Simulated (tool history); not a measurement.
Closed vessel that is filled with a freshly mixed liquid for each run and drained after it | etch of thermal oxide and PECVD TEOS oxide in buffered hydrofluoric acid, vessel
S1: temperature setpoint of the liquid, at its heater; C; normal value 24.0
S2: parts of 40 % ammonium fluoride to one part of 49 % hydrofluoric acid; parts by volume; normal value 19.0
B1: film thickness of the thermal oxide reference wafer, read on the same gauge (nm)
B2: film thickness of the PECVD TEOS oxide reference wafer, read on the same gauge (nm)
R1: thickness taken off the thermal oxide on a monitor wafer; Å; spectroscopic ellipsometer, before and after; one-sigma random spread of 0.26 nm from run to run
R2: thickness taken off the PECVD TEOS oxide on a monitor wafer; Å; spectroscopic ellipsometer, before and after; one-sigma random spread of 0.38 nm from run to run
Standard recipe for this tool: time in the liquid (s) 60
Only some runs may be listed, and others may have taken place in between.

{"run": 1, "hour": 0.0, "S1": 27.0, "S2": 19.0, "time in the liquid (s)": 60, "B1": 99.99, "B2": 39.99, "R1": 531.9, "R2": 1413.5}
{"run": 2, "hour": 33.1, "S1": 27.0, "S2": 19.0, "time in the liquid (s)": 60, "B1": 100.03, "B2": 39.98, "R1": 527.9, "R2": 1413.3}
{"run": 3, "hour": 47.8, "S1": 24.0, "S2": 19.0, "time in the liquid (s)": 60, "B1": 99.97, "B2": 40.02, "R1": 452.8, "R2": 1206.0}
{"run": 4, "hour": 63.2, "S1": 24.0, "S2": 19.0, "time in the liquid (s)": 60, "B1": 100.0, "B2": 39.94, "R1": 448.0, "R2": 1211.6}
{"run": 5, "hour": 80.4, "S1": 24.0, "S2": 19.0, "time in the liquid (s)": 60, "B1": 100.01, "B2": 40.05, "R1": 457.2, "R2": 1202.4}
{"run": 6, "hour": 99.8, "S1": 24.0, "S2": 19.0, "time in the liquid (s)": 60, "B1": 99.99, "B2": 39.98, "R1": 461.7, "R2": 1217.0}
{"run": 7, "hour": 134.8, "S1": 24.0, "S2": 19.0, "time in the liquid (s)": 60, "B1": 100.0, "B2": 40.03, "R1": 455.5, "R2": 1213.3}
{"run": 8, "hour": 157.5, "S1": 24.0, "S2": 19.0, "time in the liquid (s)": 60, "B1": 99.96, "B2": 40.04, "R1": 457.9, "R2": 1205.4}
{"run": 9, "hour": 177.0, "S1": 24.0, "S2": 19.0, "time in the liquid (s)": 60, "B1": 100.05, "B2": 40.01, "R1": 458.7, "R2": 1214.7}
{"hour": 195.1, "done": "hydrofluoric acid flow meter replaced"}
{"run": 10, "hour": 208.7, "S1": 24.0, "S2": 19.0, "time in the liquid (s)": 60, "B1": 99.93, "B2": 40.03, "R1": 422.6, "R2": 1124.8}
{"hour": 220.9, "done": "gauge calibrated"}
{"run": 11, "hour": 227.5, "S1": 24.0, "S2": 14.0, "time in the liquid (s)": 85, "B1": 100.0, "B2": 39.98, "R1": 803.0, "R2": 2133.6}
{"run": 12, "hour": 246.9, "S1": 24.0, "S2": 19.0, "time in the liquid (s)": 60, "B1": 99.98, "B2": 40.01, "R1": 415.3, "R2": 1120.3}
{"run": 13, "hour": 277.0, "S1": 24.0, "S2": 19.0, "time in the liquid (s)": 60, "B1": 99.97, "B2": 39.98, "R1": 419.0, "R2": 1122.8}
{"run": 14, "hour": 295.1, "S1": 27.5, "S2": 16.0, "time in the liquid (s)": 35, "B1": 100.0, "B2": 39.98, "R1": 353.2, "R2": 936.9}
{"hour": 297.2, "done": "thermometer replaced"}
{"run": 15, "hour": 308.7, "S1": 22.5, "S2": 19.0, "time in the liquid (s)": 70, "B1": 99.99, "B2": 40.04, "R1": 453.4, "R2": 1204.2}
{"run": 16, "hour": 341.8, "S1": 24.0, "S2": 19.0, "time in the liquid (s)": 60, "B1": 99.97, "B2": 40.01, "R1": 422.3, "R2": 1119.4}
{"run": 17, "hour": 363.3, "S1": 24.0, "S2": 15.0, "time in the liquid (s)": 50, "B1": 100.03, "B2": 39.99, "R1": 445.4, "R2": 1181.5}
{"run": 18, "hour": 383.5, "S1": 19.5, "S2": 15.0, "time in the liquid (s)": 60, "B1": 99.97, "B2": 39.99, "R1": 422.8, "R2": 1106.8}
{"run": 19, "hour": 399.1, "S1": 24.0, "S2": 19.0, "time in the liquid (s)": 30, "B1": 100.04, "B2": 40.06, "R1": 210.5, "R2": 563.5}
{"run": 20, "hour": 412.4, "S1": 20.5, "S2": 26.5, "time in the liquid (s)": 75, "B1": 99.96, "B2": 39.98, "R1": 336.8, "R2": 900.9}

Consider 5 possible next runs. They are alternatives, not a sequence: every one starts from the tool as it was left by run 20. What does each give?
{"run": "A", "hour": 413.1, "S1": 22.5, "S2": 19.0, "time in the liquid (s)": 60, "B1": "?", "B2": "?", "R1": "?", "R2": "?"}
{"run": "B", "hour": 413.1, "S1": 25.5, "S2": 19.0, "time in the liquid (s)": 30, "B1": "?", "B2": "?", "R1": "?", "R2": "?"}
{"run": "C", "hour": 413.1, "S1": 26.5, "S2": 16.0, "time in the liquid (s)": 45, "B1": "?", "B2": "?", "R1": "?", "R2": "?"}
{"run": "D", "hour": 413.1, "S1": 19.5, "S2": 21.0, "time in the liquid (s)": 90, "B1": "?", "B2": "?", "R1": "?", "R2": "?"}
{"run": "E", "hour": 413.1, "S1": 28.5, "S2": 19.0, "time in the liquid (s)": 60, "B1": "?", "B2": "?", "R1": "?", "R2": "?"}

run=A B1=100.04 B2=39.95 R1=391.4 R2=1034.5
run=B B1=100.04 B2=39.95 R1=230.6 R2=609.5
run=C B1=100.04 B2=39.95 R1=432.3 R2=1142.7
run=D B1=100.04 B2=39.95 R1=453.1 R2=1197.7
run=E B1=100.04 B2=39.95 R1=541.8 R2=1432.1
Stripped of hidden state, with their random variation kept, the same runs would have yielded:
run=A R1=382.0 R2=1009.6
run=B R1=225.1 R2=594.9
run=C R1=422.0 R2=1115.4
run=D R1=445.5 R2=1177.4
run=E R1=528.8 R2=1397.7
